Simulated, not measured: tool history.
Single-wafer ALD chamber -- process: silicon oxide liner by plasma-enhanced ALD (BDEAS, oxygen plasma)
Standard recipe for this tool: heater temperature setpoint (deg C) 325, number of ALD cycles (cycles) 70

run	hour	heater temperature setpoint (deg C)	number of ALD cycles (cycles)	read-back reference wafer on the same gauge, thickness_nm	mean film thickness on the monitor wafer (angstrom)
1	0	325	70	5.799	57.97
2	26.7	325	70	5.789	58.15
3	96.2	325	70	5.778	58.47
4	151.1	325	70	5.764	58.33
5	201	325	70	5.767	58.3
6	266.4	325	70	5.752	57.74
7	310.8	325	70	5.749	58.09
8	379.6	325	70	5.738	57.84
9	418	325	70	5.736	57.43
10	459.1	325	70	5.716	57.87
11	521.5	325	70	5.728	57.28
12	593.4	325	62	5.734	50.8
13	631	325	62	5.722	50.79
14	692.9	325	70	5.708	57.25
15	727.9	325	70	5.724	57.2
16	754	325	70	5.733	57.34
17	797.4	325	70	5.723	57.25
18	822.5	325	70	5.711	57.53
# hour 881.1: gauge calibrated
19	898.6	338	70	6.059	59.96
20	923.7	325	70	6.049	60.63
# hour 958.9: thermocouple changed; heater temperature recalibrated
21	960	319	77	6.02	66.7
22	1022.3	320	57	5.986	49.1
23	1078.6	320	70	5.964	60.3
24	1109.4	325	74	5.946	62.99
25	1136.9	325	75	5.931	63.7
26	1165.7	331	79	5.924	66.14
27	1215.5	332	77	5.911	64.16
28	1240.8	321	78	5.904	66.54
29	1420.1	311	57	5.854	48.73
30	1454.5	313	77	5.852	65.4

Consider 4 possible next runs. They are alternatives, not a sequence: every one starts from the tool as it was left by run 30. What does each give?
A	1455	325	70	?	?
B	1455	339	61	?	?
C	1455	315	65	?	?
D	1455	325	83	?	?

run	read-back reference wafer on the same gauge, thickness_nm	mean film thickness on the monitor wafer (angstrom)
A	5.838	58.26
B	5.838	49.76
C	5.838	54.87
D	5.838	69.08
With the hidden condition removed and each run's random variation left untouched, the same runs would have given:
run	mean film thickness on the monitor wafer (angstrom)
A	60.28
B	51.48
C	56.77
D	71.47

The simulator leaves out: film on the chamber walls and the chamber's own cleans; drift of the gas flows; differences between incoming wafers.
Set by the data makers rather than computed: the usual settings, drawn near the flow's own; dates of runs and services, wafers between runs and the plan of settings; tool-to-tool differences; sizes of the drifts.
